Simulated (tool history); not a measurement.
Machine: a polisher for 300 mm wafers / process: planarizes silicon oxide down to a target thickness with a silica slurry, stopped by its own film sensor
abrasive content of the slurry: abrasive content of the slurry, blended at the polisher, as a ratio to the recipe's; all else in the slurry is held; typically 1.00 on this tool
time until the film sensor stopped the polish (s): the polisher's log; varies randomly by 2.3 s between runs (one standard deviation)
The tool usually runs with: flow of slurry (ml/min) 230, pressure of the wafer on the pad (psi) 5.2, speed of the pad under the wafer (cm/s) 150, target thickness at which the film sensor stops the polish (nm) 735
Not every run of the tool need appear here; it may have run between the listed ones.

run     day  flow of slurry (ml/min)  pressure of the wafer on the pad (psi)  speed of the pad under the wafer (cm/s)  abrasive content of the slurry  target thickness at which the film sensor stops the polish (nm)  wafers since the last listed run  wafers polished on this pad  hours since the slurry nozzle was cleaned  hours since the head pressure was calibrated  hours since the slurry blender was calibrated  hours since the conditioning disc was replaced  incoming thickness of the incoming film, nm  time until the film sensor stopped the polish (s)
  1   0.000                      230                                     5.2                                      150                            1.00                                                              735                                 0                         1271                                      211.6                                          62.3                                          420.6                                            75.6                                       1397.1                                              148.9
  2   1.362                      230                                     5.2                                      150                            1.00                                                              735                               391                         1662                                      244.3                                          95.0                                          453.3                                           108.3                                       1407.2                                              157.9
      2.092  -- worn pad replaced by a new one
  3   2.112                      230                                     5.2                                      150                            1.00                                                              735                               167                            6                                      262.3                                         113.0                                          471.3                                           126.3                                       1407.9                                              160.2
      2.554  -- slurry blender recalibrated
  4   3.333                      230                                     5.2                                      150                            1.00                                                              735                               327                          333                                      291.6                                         142.3                                           18.7                                           155.6                                       1386.6                                              141.1
      3.450  -- conditioning disc replaced and pad reconditioned
  5   4.146                      230                                     5.2                                      150                            1.00                                                              735                               209                          542                                      311.1                                         161.8                                           38.2                                            16.7                                       1391.3                                              129.5
  6   5.275                      230                                     5.2                                      150                            1.00                                                              735                               324                          867                                      338.2                                         188.9                                           65.3                                            43.8                                       1388.2                                              125.1
  7   6.171                      230                                     5.2                                      150                            1.00                                                              735                               257                         1125                                      359.7                                         210.4                                           86.8                                            65.3                                       1406.6                                              136.7
      7.217  -- worn pad replaced by a new one
  8   7.238                      230                                     5.2                                      150                            1.00                                                              735                               258                            5                                      385.3                                         236.0                                          112.4                                            90.9                                       1408.8                                              135.2
  9   7.746                      230                                     5.2                                      150                            1.00                                                              735                               146                          152                                      397.5                                         248.2                                          124.6                                           103.1                                       1399.0                                              136.4
 10   8.933                      230                                     5.2                                      150                            1.00                                                              735                               341                          493                                      426.0                                         276.7                                          153.1                                           131.6                                       1432.4                                              154.8
 11  10.304                      230                                     5.2                                      150                            1.00                                                              735                               394                          887                                      458.9                                         309.6                                          186.0                                           164.5                                       1410.7                                              151.8
     11.071  -- conditioning disc replaced and pad reconditioned
 12  11.179                      230                                     5.2                                      150                            1.00                                                              735                               227                         1115                                      479.9                                         330.6                                          207.0                                             2.6                                       1395.6                                              131.1
     11.812  -- head pressure recalibrated
 13  11.979                      230                                     4.2                                      170                            0.85                                                              735                               206                         1321                                      499.1                                           4.0                                          226.2                                            21.8                                       1390.8                                              149.8
     12.438  -- worn pad replaced by a new one
 14  13.258                      230                                     5.2                                      150                            1.00                                                              735                               319                          235                                      529.8                                          34.7                                          256.9                                            52.5                                       1415.5                                              140.0
 15  14.279                      230                                     6.0                                      150                            1.10                                                              735                               293                          529                                      554.3                                          59.2                                          281.4                                            77.0                                       1411.2                                              121.8
 16  15.512                      230                                     5.2                                      122                            1.00                                                              890                               354                          884                                      583.9                                          88.8                                          311.0                                           106.6                                       1438.7                                              131.5
 17  16.183                      305                                     5.2                                      120                            1.00                                                              735                               192                         1077                                      600.0                                         104.9                                          327.1                                           122.7                                       1399.7                                              162.0
     18.662  -- conditioning disc replaced and pad reconditioned
     18.921  -- worn pad replaced by a new one
 18  20.008                      230                                     6.9                                      150                            1.15                                                              735                              1028                          313                                      691.8                                         196.7                                          418.9                                            32.3                                       1408.9                                              110.0
 19  20.592                      230                                     5.8                                      150                            1.00                                                              930                               167                          481                                      705.8                                         210.7                                          432.9                                            46.3                                       1393.8                                               92.4
     21.071  -- slurry blender recalibrated
     21.558  -- slurry nozzle cleaned
 20  21.958                      190                                     5.2                                      150                            1.20                                                              735                               357                          838                                        9.6                                         243.5                                           21.3                                            79.1                                       1406.3                                              130.0
 21  23.458                      230                                     5.2                                      150                            1.00                                                              735                               431                         1269                                       45.6                                         279.5                                           57.3                                           115.1                                       1420.3                                              139.6
     24.617  -- worn pad replaced by a new one
 22  24.871                      230                                     5.2                                      150                            1.00                                                              931                               358                           72                                       79.5                                         313.4                                           91.2                                           149.0                                       1432.7                                              106.9
     25.188  -- conditioning disc replaced and pad reconditioned
 23  25.996                      230                                     4.6                                      150                            1.00                                                              735                               299                          372                                      106.5                                         340.4                                          118.2                                            19.4                                       1389.5                                              132.7
 24  27.221                      230                                     3.9                                      150                            1.00                                                              852                               352                          724                                      135.9                                         369.8                                          147.6                                            48.8                                       1397.2                                              126.9
 25  28.412                      230                                     5.2                                      106                            0.90                                                              735                               342                         1067                                      164.5                                         398.4                                          176.2                                            77.4                                       1393.5                                              161.9

Forecast each of these 4 alternatives for the next run:
  A  28.433                      230                                     5.2                                      150                            1.00                                                              735                                 5                         1073                                      165.0                                         398.9                                          176.7                                            77.9                                       1420.4                                                  ?
  B  28.433                      255                                     3.6                                      150                            1.15                                                              735                                 5                         1073                                      165.0                                         398.9                                          176.7                                            77.9                                       1420.4                                                  ?
  C  28.433                      230                                     5.2                                      132                            1.00                                                              969                                 5                         1073                                      165.0                                         398.9                                          176.7                                            77.9                                       1420.4                                                  ?
  D  28.433                      230                                     5.2                                      120                            1.00                                                              735                                 5                         1073                                      165.0                                         398.9                                          176.7                                            77.9                                       1420.4                                                  ?

run  time until the film sensor stopped the polish (s)
  A                                              143.1
  B                                              174.9
  C                                              100.2
  D                                              158.9
With no hidden state in the tool, these same runs would have given:
run  time until the film sensor stopped the polish (s)
  A                                              129.3
  B                                              161.0
  C                                               91.0
  D                                              144.9
